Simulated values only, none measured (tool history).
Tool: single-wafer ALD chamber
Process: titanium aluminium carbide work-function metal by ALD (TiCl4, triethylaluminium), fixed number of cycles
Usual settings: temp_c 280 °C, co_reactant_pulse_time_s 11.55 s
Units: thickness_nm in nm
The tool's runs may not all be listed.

| run | hour | temp_c | co_reactant_pulse_time_s | read-back reference wafer on the same gauge, thickness_nm | thickness_nm |
|---|---|---|---|---|---|
| 1 | 0.0 | 280 | 13.30 | 1.833 | 1.864 |
| 2 | 38.9 | 280 | 11.55 | 1.827 | 1.843 |
|  | 74.8 | showerhead replaced |
| 3 | 117.6 | 280 | 8.76 | 1.827 | 1.742 |
| 4 | 190.2 | 280 | 11.55 | 1.828 | 1.841 |
| 5 | 268.8 | 280 | 11.55 | 1.830 | 1.833 |
|  | 288.2 | triethylaluminium bottle replaced |
| 6 | 350.0 | 280 | 11.55 | 1.830 | 1.869 |
| 7 | 397.6 | 280 | 11.55 | 1.830 | 1.847 |
| 8 | 469.3 | 280 | 11.55 | 1.830 | 1.858 |
| 9 | 515.7 | 280 | 11.55 | 1.830 | 1.849 |
| 10 | 551.9 | 280 | 11.55 | 1.831 | 1.845 |
| 11 | 639.4 | 267 | 8.39 | 1.829 | 1.649 |
| 12 | 681.3 | 287 | 14.14 | 1.830 | 1.949 |
|  | 700.6 | gauge calibrated |
| 13 | 735.3 | 280 | 11.55 | 1.830 | 1.846 |
| 14 | 778.2 | 269 | 10.27 | 1.833 | 1.735 |
| 15 | 836.2 | 285 | 11.55 | 1.831 | 1.887 |
|  | 926.7 | triethylaluminium bottle replaced |
| 16 | 927.2 | 291 | 13.83 | 1.830 | 1.993 |
| 17 | 1033.4 | 274 | 9.72 | 1.832 | 1.786 |
|  | 1049.1 | thermocouple changed; heater temperature recalibrated |
| 18 | 1075.7 | 280 | 11.55 | 1.830 | 1.840 |
| 19 | 1127.7 | 272 | 11.55 | 1.830 | 1.777 |
| 20 | 1176.1 | 280 | 11.55 | 1.829 | 1.835 |
| 21 | 1227.1 | 280 | 14.51 | 1.828 | 1.870 |
| 22 | 1267.4 | 276 | 12.97 | 1.830 | 1.818 |
| 23 | 1365.6 | 280 | 11.55 | 1.832 | 1.813 |
| 24 | 1435.2 | 280 | 11.55 | 1.827 | 1.830 |
| 25 | 1526.9 | 285 | 7.42 | 1.829 | 1.675 |
|  | 1538.8 | triethylaluminium bottle replaced |
| 26 | 1566.0 | 280 | 13.30 | 1.830 | 1.877 |
| 27 | 1633.7 | 269 | 9.92 | 1.833 | 1.728 |
| 28 | 1675.4 | 280 | 11.55 | 1.829 | 1.835 |
| 29 | 1762.8 | 273 | 11.55 | 1.831 | 1.784 |
| 30 | 1841.8 | 267 | 11.55 | 1.826 | 1.736 |
| 31 | 1933.8 | 280 | 11.55 | 1.833 | 1.838 |
| 32 | 1996.2 | 280 | 8.67 | 1.834 | 1.735 |

Hidden state or all else? Some run-to-run changes of thickness_nm, split into what the settings, what came in and random variation would give without the hidden state, and what is left for the hidden state (with any gauge scatter that isn't in both results):
The hidden state here: wafer temperature above the value expected at the setpoint (K); triethylaluminium dose above that of a fresh bottle (%); gauge reads high (%).
Run 11 -> 12: temp_c 267 -> 287, co_reactant_pulse_time_s 8.39 -> 14.14. thickness_nm +0.300 nm: hidden state +0.044, all else +0.256.
Run 16 -> 17: temp_c 291 -> 274, co_reactant_pulse_time_s 13.83 -> 9.72. thickness_nm -0.207 nm: hidden state -0.020, all else -0.187.
Run 24 -> 25: temp_c 280 -> 285, co_reactant_pulse_time_s 11.55 -> 7.42. thickness_nm -0.155 nm: hidden state -0.055, all else -0.100.
Run 25 -> 26: temp_c 285 -> 280, co_reactant_pulse_time_s 7.42 -> 13.30, triethylaluminium bottle replaced. thickness_nm +0.202 nm: hidden state +0.088, all else +0.114.
